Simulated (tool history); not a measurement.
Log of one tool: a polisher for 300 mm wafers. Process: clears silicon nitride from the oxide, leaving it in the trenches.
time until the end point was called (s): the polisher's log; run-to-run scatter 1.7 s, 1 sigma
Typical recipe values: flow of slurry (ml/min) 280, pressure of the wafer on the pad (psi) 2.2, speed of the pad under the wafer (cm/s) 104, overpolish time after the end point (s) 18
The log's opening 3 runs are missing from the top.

run    hour  flow of slurry (ml/min)  pressure of the wafer on the pad (psi)  speed of the pad under the wafer (cm/s)  overpolish time after the end point (s)  incoming thickness of the incoming film, nm  time until the end point was called (s)
       95.1  -- slurry nozzle cleaned
  4   147.3                      250                                     2.2                                      104                                       18                                           55                                     93.9
      210.5  -- worn pad replaced by a new one
  5     211                      250                                     2.2                                      104                                       18                                         54.6                                     99.6
  6   308.8                      250                                     2.2                                      104                                       18                                         54.2                                     99.8
  7     378                      280                                     2.2                                      104                                       18                                         54.2                                    100.4
  8   422.2                      280                                     2.2                                      104                                       18                                           54                                     97.3
  9   492.4                      280                                     2.2                                      104                                       18                                           55                                     99.5
 10   539.8                      280                                     1.9                                       80                                       18                                         55.6                                    149.2
 11   629.9                      280                                     1.9                                       80                                       18                                         54.5                                    147.6
      661.2  -- worn pad replaced by a new one, repeated, since the last time left the tool worse
 12   687.7                      280                                     2.2                                      104                                       18                                         55.2                                     87.3
      709.5  -- slurry nozzle cleaned
 13   766.2                      280                                     2.2                                      104                                       18                                         54.9                                     85.6
 14   861.1                      280                                     2.2                                      104                                       18                                         54.2                                     85.5
 15   951.1                      280                                     2.6                                      104                                       18                                         54.1                                     74.7
 16   999.6                      350                                     2.7                                      104                                       18                                         54.8                                     71.3
     1057.1  -- head pressure recalibrated
 17  1093.2                      280                                     2.2                                      104                                       22                                         55.2                                     91.7
 18  1187.2                      350                                     2.9                                       76                                       24                                         55.1                                     88.8
     1236.8  -- worn pad replaced by a new one
 19  1237.3                      280                                     2.2                                      104                                       18                                         54.3                                     86.1
     1287.4  -- slurry nozzle cleaned
 20  1328.3                      280                                     2.2                                      104                                       18                                         54.5                                     87.6
 21  1394.7                      280                                     2.2                                      104                                       18                                         55.3                                       90
 22  1480.4                      280                                     2.4                                      104                                       18                                         54.9                                     82.5
 23  1561.6                      220                                     2.2                                      104                                       18                                         54.6                                     91.4
 24  1646.3                      235                                     2.2                                      104                                       18                                         54.7                                     91.8
 25  1703.4                      280                                     2.2                                      104                                       18                                         54.3                                     92.2

Run 26 is up next; what results do you expect?
 26  1783.5                      280                                     2.7                                      132                                        9                                         55.5                                        ?

{"run 26": {"time until the end point was called (s)": 62.8}}
Minus the tool's unlogged condition, the same run would have read time until the end point was called (s) 58.8.

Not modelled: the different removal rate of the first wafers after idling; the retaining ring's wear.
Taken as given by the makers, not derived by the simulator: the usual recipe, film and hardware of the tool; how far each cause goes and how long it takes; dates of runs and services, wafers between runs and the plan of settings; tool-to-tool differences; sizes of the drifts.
